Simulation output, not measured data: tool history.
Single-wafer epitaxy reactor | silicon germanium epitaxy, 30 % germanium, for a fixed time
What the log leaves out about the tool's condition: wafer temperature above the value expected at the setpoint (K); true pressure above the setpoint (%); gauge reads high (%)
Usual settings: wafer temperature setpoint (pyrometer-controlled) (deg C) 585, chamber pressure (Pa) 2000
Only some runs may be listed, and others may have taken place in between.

| run | day | wafer temperature setpoint (pyrometer-controlled) (deg C) | chamber pressure (Pa) | wafers since the last listed run | hours since the last pyrometer calibration | hours since the last manometer calibration | hours since the showerhead was replaced | hours since the gauge calibration | read-back reference wafer on the same gauge, thickness_nm | mean film thickness on the monitor wafer (angstrom) |
|---|---|---|---|---|---|---|---|---|---|---|
| 1 | 0 | 585 | 2000 | 0 | 1174.5 | 1755.8 | 5527.5 | 484.4 | 43.776 | 373.91 |
| 2 | 1.488 | 585 | 1827 | 634 | 1210.2 | 1791.5 | 5563.2 | 520.1 | 43.76 | 357.39 |
| 3 | 2.542 | 585 | 1827 | 449 | 1235.5 | 1816.8 | 5588.5 | 545.4 | 43.804 | 356.64 |
|  | 2.779 | gauge calibrated |
| 4 | 3.538 | 585 | 1827 | 424 | 1259.4 | 1840.7 | 5612.4 | 18.2 | 43.82 | 357.91 |
| 5 | 4.292 | 585 | 2000 | 321 | 1277.5 | 1858.8 | 5630.5 | 36.3 | 43.814 | 370.2 |
| 6 | 5.438 | 585 | 2186 | 488 | 1305 | 1886.3 | 5658 | 63.8 | 43.779 | 382.11 |
| 7 | 6.312 | 585 | 2293 | 373 | 1326 | 1907.3 | 5679 | 84.8 | 43.754 | 390.23 |
| 8 | 7.396 | 585 | 2293 | 461 | 1352 | 1933.3 | 5705 | 110.8 | 43.84 | 388.47 |
| 9 | 8.258 | 585 | 2293 | 367 | 1372.7 | 1954 | 5725.7 | 131.5 | 43.779 | 390.13 |
| 10 | 8.821 | 581 | 2400 | 239 | 1386.2 | 1967.5 | 5739.2 | 145 | 43.85 | 366.98 |
| 11 | 9.888 | 581 | 2400 | 454 | 1411.8 | 1993.1 | 5764.8 | 170.6 | 43.855 | 370.45 |
|  | 10.529 | capacitance manometer re-zeroed and calibrated |
| 12 | 10.862 | 585 | 2000 | 273 | 1435.2 | 8 | 5788.2 | 194 | 43.81 | 378.61 |
| 13 | 11.817 | 585 | 2000 | 406 | 1458.1 | 30.9 | 5811.1 | 216.9 | 43.843 | 380.64 |
| 14 | 13.158 | 589 | 1893 | 572 | 1490.3 | 63.1 | 5843.3 | 249.1 | 43.821 | 399.18 |
| 15 | 14.104 | 585 | 2000 | 403 | 1513 | 85.8 | 5866 | 271.8 | 43.835 | 376.93 |
| 16 | 15.017 | 585 | 2000 | 389 | 1534.9 | 107.7 | 5887.9 | 293.7 | 43.848 | 377.26 |
| 17 | 16.371 | 585 | 2000 | 577 | 1567.4 | 140.2 | 5920.4 | 326.2 | 43.815 | 375.69 |
| 18 | 17.246 | 585 | 2000 | 373 | 1588.4 | 161.2 | 5941.4 | 347.2 | 43.739 | 378.2 |
| 19 | 18.292 | 598 | 1640 | 445 | 1613.5 | 186.3 | 5966.5 | 372.3 | 43.776 | 440.64 |
| 20 | 19.262 | 585 | 2000 | 413 | 1636.8 | 209.6 | 5989.8 | 395.6 | 43.761 | 378.19 |
|  | 20.517 | pyrometer calibrated |
| 21 | 20.538 | 589 | 2293 | 401 | 0.5 | 240.2 | 6020.4 | 426.2 | 43.898 | 466.32 |
| 22 | 21.579 | 585 | 2000 | 444 | 25.5 | 265.2 | 6045.4 | 451.2 | 43.776 | 407.72 |
| 23 | 22.992 | 592 | 1787 | 602 | 59.4 | 299.1 | 6079.3 | 485.1 | 43.811 | 441.78 |
| 24 | 24.179 | 590 | 1627 | 506 | 87.9 | 327.6 | 6107.8 | 513.6 | 43.767 | 407.61 |
| 25 | 25.046 | 598 | 2453 | 369 | 108.7 | 348.4 | 6128.6 | 534.4 | 43.754 | 553.99 |
| 26 | 26.275 | 580 | 1547 | 524 | 138.2 | 377.9 | 6158.1 | 563.9 | 43.847 | 331.85 |
| 27 | 27.238 | 581 | 1680 | 410 | 161.3 | 401 | 6181.2 | 587 | 43.798 | 350.07 |
|  | 27.854 | gauge calibrated |
| 28 | 28.529 | 575 | 2226 | 550 | 192.3 | 432 | 6212.2 | 16.2 | 43.838 | 345.76 |
|  | 28.879 | showerhead replaced |
| 29 | 29.483 | 599 | 1560 | 264 | 215.2 | 454.9 | 14.5 | 39.1 | 43.807 | 464.61 |
| 30 | 30.271 | 596 | 1747 | 335 | 234.1 | 473.8 | 33.4 | 58 | 43.752 | 459.88 |
| 31 | 31.538 | 598 | 2000 | 540 | 264.5 | 504.2 | 63.8 | 88.4 | 43.73 | 499.17 |
| 32 | 32.542 | 576 | 1547 | 428 | 288.6 | 528.3 | 87.9 | 112.5 | 43.863 | 302.9 |
| 33 | 35.754 | 580 | 2453 | 1369 | 365.7 | 605.4 | 165 | 189.6 | 43.78 | 385.65 |
| 34 | 37.238 | 581 | 2400 | 632 | 401.3 | 641 | 200.6 | 225.2 | 43.803 | 387.8 |

How the hidden state differs across the entries between the runs, from the last listed run before each to the first after it:
Between runs 3 and 4: gauge calibrated (day 2.779)
  wafer temperature above the value expected at the setpoint (K): -4.65 -> -4.67; true pressure above the setpoint (%): -6.72 -> -6.74
  measured less the result without the state, mean film thickness on the monitor wafer (angstrom): -41.87 -> -42.19
Between runs 11 and 12: capacitance manometer re-zeroed and calibrated (day 10.529)
  wafer temperature above the value expected at the setpoint (K): -4.78 -> -4.79; true pressure above the setpoint (%): -6.82 -> 0.562
  measured less the result without the state, mean film thickness on the monitor wafer (angstrom): -44.96 -> -33.38
Between runs 20 and 21: pyrometer calibrated (day 20.517)
  wafer temperature above the value expected at the setpoint (K): -4.89 -> -0.0611; true pressure above the setpoint (%): -1.61 -> -1.88
  measured less the result without the state, mean film thickness on the monitor wafer (angstrom): -37.6 -> -3.96
Between runs 27 and 28: gauge calibrated (day 27.854)
  wafer temperature above the value expected at the setpoint (K): -1.13 -> -1.3; true pressure above the setpoint (%): -3.1 -> -3.31
  measured less the result without the state, mean film thickness on the monitor wafer (angstrom): -11.64 -> -13.02
Between runs 28 and 29: showerhead replaced (day 28.879)
  wafer temperature above the value expected at the setpoint (K): -1.3 -> -1.42; true pressure above the setpoint (%): -3.31 -> -3.45
  measured less the result without the state, mean film thickness on the monitor wafer (angstrom): -13.02 -> -18.2
